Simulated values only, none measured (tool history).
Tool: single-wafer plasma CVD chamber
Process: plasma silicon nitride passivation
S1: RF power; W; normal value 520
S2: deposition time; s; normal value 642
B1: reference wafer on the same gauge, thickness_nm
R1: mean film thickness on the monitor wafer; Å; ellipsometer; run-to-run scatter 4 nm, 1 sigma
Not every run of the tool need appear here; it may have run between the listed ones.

run    hour   S1   S2       B1        R1
  1     0.0  520  577  911.212   8059.12
  2    25.7  520  642  910.686   8940.94
  3    80.0  455  642  910.015   8643.82
  4   112.5  455  642  908.252   8718.20
  5   152.5  590  568  909.727   8145.69
      191.8  -- RF generator calibrated
  6   210.7  570  642  909.281   9129.20
  7   259.8  570  642  908.436   9084.89
  8   303.4  570  642  907.587   9101.02
  9   366.5  520  642  908.064   8893.95
 10   564.8  440  688  905.956   9179.46
 11   595.8  520  642  904.957   8940.12
 12   635.5  520  642  904.381   8964.49
 13   700.1  520  642  904.114   8866.76
      715.4  -- showerhead replaced
 14   736.2  460  616  904.328   8291.61
 15   803.5  480  642  904.206   8720.17
 16   846.5  605  606  903.340   8621.80
 17   885.8  520  569  903.037   7864.36
 18   949.9  575  742  901.771  10511.42
      989.9  -- gauge calibrated
 19   995.0  460  702  915.380   9497.64
 20  1050.0  490  555  915.888   7622.29
 21  1091.6  420  698  914.248   9303.50
     1135.2  -- RF generator calibrated
 22  1135.7  600  738  913.470  10744.19
 23  1172.5  565  756  913.053  10757.96
 24  1231.5  520  642  912.385   8997.80
 25  1274.9  520  642  912.614   8986.64
 26  1345.4  545  694  911.084   9737.91
 27  1407.0  465  642  911.511   8650.71
 28  1562.3  520  642  910.020   8868.29
 29  1635.0  550  642  910.066   9042.78
 30  1704.1  415  642  908.985   8422.68

Predict each of these 3 candidate next runs independently; none follows another, all start after run 30:
  A  1704.7  520  642   ?   ?
  B  1704.7  430  745   ?   ?
  C  1704.7  485  594   ?   ?

run       B1       R1
  A  909.437  8854.79
  B  909.437  9793.93
  C  909.437  8048.51
Take away the tool's hidden state, keep each run's random variation, and the runs would have read:
run       R1
  A  8909.45
  B  9854.38
  C  8098.19
